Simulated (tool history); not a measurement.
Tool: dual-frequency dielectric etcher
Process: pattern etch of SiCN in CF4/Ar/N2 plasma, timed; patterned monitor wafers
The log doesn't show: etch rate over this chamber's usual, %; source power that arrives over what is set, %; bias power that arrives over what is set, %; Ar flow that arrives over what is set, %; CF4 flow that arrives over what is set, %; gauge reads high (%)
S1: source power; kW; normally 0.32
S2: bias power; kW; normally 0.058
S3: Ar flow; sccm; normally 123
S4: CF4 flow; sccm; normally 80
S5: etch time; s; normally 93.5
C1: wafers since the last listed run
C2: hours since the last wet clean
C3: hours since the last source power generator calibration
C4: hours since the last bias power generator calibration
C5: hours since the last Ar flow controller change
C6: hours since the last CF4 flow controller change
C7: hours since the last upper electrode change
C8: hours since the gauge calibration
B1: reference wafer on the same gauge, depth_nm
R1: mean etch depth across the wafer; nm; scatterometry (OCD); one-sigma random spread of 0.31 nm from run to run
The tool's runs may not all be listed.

run	hour	S1	S2	S3	S4	S5	C1	C2	C3	C4	C5	C6	C7	C8	B1	R1
1	0	0.32	0.058	123	65	93.5	0	564.7	2100.6	2300.9	3457.7	5437.7	6022.7	621.4	44.8	51.7
# hour 24: wet clean of the chamber
2	34.5	0.32	0.058	123	80	93.5	71	10.5	2135.1	2335.4	3492.2	5472.2	6057.2	655.9	44.6	51.3
3	68	0.32	0.058	123	68	93.5	229	44	2168.6	2368.9	3525.7	5505.7	6090.7	689.4	44.6	50.1
# hour 76.6: CF4 flow controller replaced
4	103.8	0.32	0.058	123	68	93.5	204	79.8	2204.4	2404.7	3561.5	27.2	6126.5	725.2	44.7	49.8
# hour 127.5: gauge calibrated
5	135.2	0.32	0.058	123	68	93.5	215	111.2	2235.8	2436.1	3592.9	58.6	6157.9	7.7	44.7	49.7
6	158.7	0.32	0.058	123	80	93.5	160	134.7	2259.3	2459.6	3616.4	82.1	6181.4	31.2	44.7	51.4
7	171.7	0.28	0.064	152	80	93.5	89	147.7	2272.3	2472.6	3629.4	95.1	6194.4	44.2	44.6	47.9
# hour 176.3: bias power generator calibrated
8	197.7	0.26	0.058	123	80	82.5	150	173.7	2298.3	21.4	3655.4	121.1	6220.4	70.2	44.7	40.5
9	228.4	0.35	0.058	132	80	84.5	210	204.4	2329	52.1	3686.1	151.8	6251.1	100.9	44.6	49.3
# hour 260.6: Ar flow controller replaced
# hour 264.5: upper electrode replaced
10	265	0.3	0.067	123	80	121.5	182	241	2365.6	88.7	4.4	188.4	0.5	137.5	44.7	67.5
11	296.5	0.32	0.058	147	89	93.5	215	272.5	2397.1	120.2	35.9	219.9	32	169	44.8	51.5
# hour 303.2: source power generator calibrated
12	325.2	0.32	0.054	132	80	93.5	169	301.2	22	148.9	64.6	248.6	60.7	197.7	44.7	51.1
13	359.8	0.38	0.058	123	80	93.5	236	335.8	56.6	183.5	99.2	283.2	95.3	232.3	44.7	58.3
14	380.7	0.35	0.058	95	80	93.5	143	356.7	77.5	204.4	120.1	304.1	116.2	253.2	44.7	57.3
15	411.3	0.32	0.058	123	80	93.5	209	387.3	108.1	235	150.7	334.7	146.8	283.8	44.7	52.7
16	451.8	0.32	0.058	123	80	93.5	277	427.8	148.6	275.5	191.2	375.2	187.3	324.3	44.7	52.7
17	476.4	0.32	0.058	123	80	93.5	168	452.4	173.2	300.1	215.8	399.8	211.9	348.9	44.7	52.8
18	491.4	0.37	0.058	99	100	82	102	467.4	188.2	315.1	230.8	414.8	226.9	363.9	44.7	54.6
19	517	0.32	0.051	123	80	93.5	175	493	213.8	340.7	256.4	440.4	252.5	389.5	44.7	50.9
20	533.2	0.32	0.058	123	80	93.5	110	509.2	230	356.9	272.6	456.6	268.7	405.7	44.7	53

Alternative continuations, all from the tool just after run 20; predict every row:
A	533.6	0.32	0.058	123	80	93.5	2	509.6	230.4	357.3	273	457	269.1	406.1	?	?
B	533.6	0.36	0.058	109	62	107.5	2	509.6	230.4	357.3	273	457	269.1	406.1	?	?
C	533.6	0.34	0.058	152	66	93.5	2	509.6	230.4	357.3	273	457	269.1	406.1	?	?
D	533.6	0.32	0.052	146	68	93.5	2	509.6	230.4	357.3	273	457	269.1	406.1	?	?
E	533.6	0.32	0.058	112	80	93.5	2	509.6	230.4	357.3	273	457	269.1	406.1	?	?

run	B1	R1
A	44.7	53.3
B	44.7	63.9
C	44.7	51.6
D	44.7	48.6
E	44.7	54
Take away the tool's hidden state, keep each run's random variation, and the runs would have read:
run	R1
A	51.5
B	61.7
C	49.8
D	47
E	52.2
